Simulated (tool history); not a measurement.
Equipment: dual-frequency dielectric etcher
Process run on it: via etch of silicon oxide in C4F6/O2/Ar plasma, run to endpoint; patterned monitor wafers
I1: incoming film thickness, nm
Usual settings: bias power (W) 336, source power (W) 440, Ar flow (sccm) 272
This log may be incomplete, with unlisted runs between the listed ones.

{"run": 1, "day": 0.0, "bias power (W)": 336, "source power (W)": 390, "Ar flow (sccm)": 272, "I1": 128.7, "endpoint time (s)": 32.3}
{"run": 2, "day": 0.725, "bias power (W)": 336, "source power (W)": 390, "Ar flow (sccm)": 272, "I1": 127.5, "endpoint time (s)": 32.4}
{"run": 3, "day": 1.179, "bias power (W)": 336, "source power (W)": 390, "Ar flow (sccm)": 272, "I1": 128.9, "endpoint time (s)": 32.8}
{"run": 4, "day": 1.558, "bias power (W)": 336, "source power (W)": 440, "Ar flow (sccm)": 245, "I1": 127.9, "endpoint time (s)": 30.7}
{"run": 5, "day": 3.542, "bias power (W)": 336, "source power (W)": 440, "Ar flow (sccm)": 245, "I1": 126.8, "endpoint time (s)": 30.2}
{"day": 4.333, "done": "source power generator calibrated"}
{"day": 4.792, "done": "upper electrode replaced"}
{"run": 6, "day": 4.812, "bias power (W)": 336, "source power (W)": 440, "Ar flow (sccm)": 245, "I1": 127.4, "endpoint time (s)": 30.5}
{"day": 5.083, "done": "Ar flow controller replaced"}
{"day": 5.825, "done": "wet clean of the chamber"}
{"run": 7, "day": 5.846, "bias power (W)": 336, "source power (W)": 440, "Ar flow (sccm)": 272, "I1": 128.6, "endpoint time (s)": 31.0}
{"run": 8, "day": 5.858, "bias power (W)": 336, "source power (W)": 440, "Ar flow (sccm)": 272, "I1": 128.2, "endpoint time (s)": 30.9}
{"run": 9, "day": 6.167, "bias power (W)": 295, "source power (W)": 350, "Ar flow (sccm)": 272, "I1": 129.7, "endpoint time (s)": 35.1}
{"run": 10, "day": 6.425, "bias power (W)": 336, "source power (W)": 440, "Ar flow (sccm)": 289, "I1": 128.8, "endpoint time (s)": 31.8}
{"run": 11, "day": 7.042, "bias power (W)": 279, "source power (W)": 480, "Ar flow (sccm)": 304, "I1": 127.8, "endpoint time (s)": 32.2}
{"run": 12, "day": 7.462, "bias power (W)": 336, "source power (W)": 440, "Ar flow (sccm)": 272, "I1": 128.2, "endpoint time (s)": 31.1}
{"day": 7.667, "done": "bias power generator calibrated"}
{"run": 13, "day": 7.883, "bias power (W)": 363, "source power (W)": 370, "Ar flow (sccm)": 235, "I1": 128.9, "endpoint time (s)": 32.1}
{"run": 14, "day": 8.529, "bias power (W)": 396, "source power (W)": 440, "Ar flow (sccm)": 230, "I1": 127.8, "endpoint time (s)": 28.7}
{"run": 15, "day": 9.067, "bias power (W)": 336, "source power (W)": 390, "Ar flow (sccm)": 272, "I1": 126.8, "endpoint time (s)": 32.0}
{"run": 16, "day": 9.488, "bias power (W)": 336, "source power (W)": 380, "Ar flow (sccm)": 272, "I1": 128.3, "endpoint time (s)": 32.4}
{"run": 17, "day": 10.117, "bias power (W)": 336, "source power (W)": 380, "Ar flow (sccm)": 205, "I1": 128.2, "endpoint time (s)": 31.8}

5 ways to go on from here, each from the tool as it stands after run 17. What would each give?
{"run": "A", "day": 10.133, "bias power (W)": 336, "source power (W)": 440, "Ar flow (sccm)": 215, "I1": 127.9, "endpoint time (s)": "?"}
{"run": "B", "day": 10.133, "bias power (W)": 302, "source power (W)": 400, "Ar flow (sccm)": 236, "I1": 127.9, "endpoint time (s)": "?"}
{"run": "C", "day": 10.133, "bias power (W)": 336, "source power (W)": 440, "Ar flow (sccm)": 232, "I1": 127.9, "endpoint time (s)": "?"}
{"run": "D", "day": 10.133, "bias power (W)": 336, "source power (W)": 490, "Ar flow (sccm)": 272, "I1": 127.9, "endpoint time (s)": "?"}
{"run": "E", "day": 10.133, "bias power (W)": 282, "source power (W)": 440, "Ar flow (sccm)": 243, "I1": 127.9, "endpoint time (s)": "?"}

run=A endpoint_time_(s)=29.9
run=B endpoint_time_(s)=32.1
run=C endpoint_time_(s)=30.2
run=D endpoint_time_(s)=29.6
run=E endpoint_time_(s)=31.9
The same runs, with their run-to-run variation unchanged, on a tool lacking any hidden condition would have given:
run=A endpoint_time_(s)=29.9
run=B endpoint_time_(s)=32.1
run=C endpoint_time_(s)=30.2
run=D endpoint_time_(s)=29.6
run=E endpoint_time_(s)=31.9

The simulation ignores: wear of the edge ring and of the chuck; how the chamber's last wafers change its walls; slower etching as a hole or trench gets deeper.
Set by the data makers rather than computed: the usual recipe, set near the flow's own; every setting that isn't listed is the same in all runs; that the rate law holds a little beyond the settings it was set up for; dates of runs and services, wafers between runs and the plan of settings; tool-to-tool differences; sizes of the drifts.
